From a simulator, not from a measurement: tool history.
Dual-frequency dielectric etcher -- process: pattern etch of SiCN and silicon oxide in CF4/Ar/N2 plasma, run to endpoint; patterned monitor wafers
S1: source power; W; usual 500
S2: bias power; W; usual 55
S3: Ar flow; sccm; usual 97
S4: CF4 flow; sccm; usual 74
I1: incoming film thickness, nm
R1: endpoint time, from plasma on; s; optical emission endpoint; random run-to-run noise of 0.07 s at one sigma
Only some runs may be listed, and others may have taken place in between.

run    hour   S1  S2   S3  S4    I1    R1
  1     0.0  500  55   97  74  9.21  10.6
  2    36.3  500  55   97  74  9.29  10.6
  3    80.6  500  55   97  79  9.32  10.5
  4   143.0  500  55   97  79  9.21  10.4
  5   167.2  500  55   97  79  9.30  10.4
  6   238.4  500  55  109  74  9.25  10.6
  7   265.2  500  55   97  74  9.28  10.4
      305.8  -- Ar flow controller replaced
      330.6  -- source power generator calibrated
  8   336.1  500  55   97  74  9.34  10.4
  9   377.1  500  55   97  74  9.25  10.3
      409.9  -- wet clean of the chamber
 10   447.4  500  48   97  74  9.30  11.7
 11   517.6  500  55  116  57  9.23  11.7
 12   567.2  500  55  119  74  9.21  11.4
      579.4  -- CF4 flow controller replaced
      619.0  -- upper electrode replaced
 13   619.5  500  65   97  68  9.31  10.0
 14   631.6  460  55   97  61  9.30  11.6
 15   685.5  540  55   97  65  9.17  10.3
      748.8  -- bias power generator calibrated
 16   749.3  610  69  117  74  9.34   8.9
 17   773.7  610  69  117  74  9.26   8.8
 18   812.0  500  55   97  74  9.30  10.4
 19   849.5  500  49   97  81  9.36  11.1
 20   915.1  500  48   97  79  9.20  11.1
 21   986.3  500  55   97  74  9.27  10.3
     1036.4  -- wet clean of the chamber
 22  1036.9  500  55   75  74  9.33  10.2
 23  1095.4  560  55   80  74  9.17   9.5
 24  1120.7  400  55   85  74  9.32  11.9

Forecast each of these 4 alternatives for the next run:
  A  1121.1  500  55   97  74  9.29   ?
  B  1121.1  460  55   97  66  9.29   ?
  C  1121.1  500  42   97  74  9.29   ?
  D  1121.1  440  42  114  58  9.29   ?

run    R1
  A  10.8
  B  11.5
  C  12.4
  D  14.5
Without the tool's hidden state the same runs would have given:
run    R1
  A  10.9
  B  11.5
  C  12.5
  D  14.6

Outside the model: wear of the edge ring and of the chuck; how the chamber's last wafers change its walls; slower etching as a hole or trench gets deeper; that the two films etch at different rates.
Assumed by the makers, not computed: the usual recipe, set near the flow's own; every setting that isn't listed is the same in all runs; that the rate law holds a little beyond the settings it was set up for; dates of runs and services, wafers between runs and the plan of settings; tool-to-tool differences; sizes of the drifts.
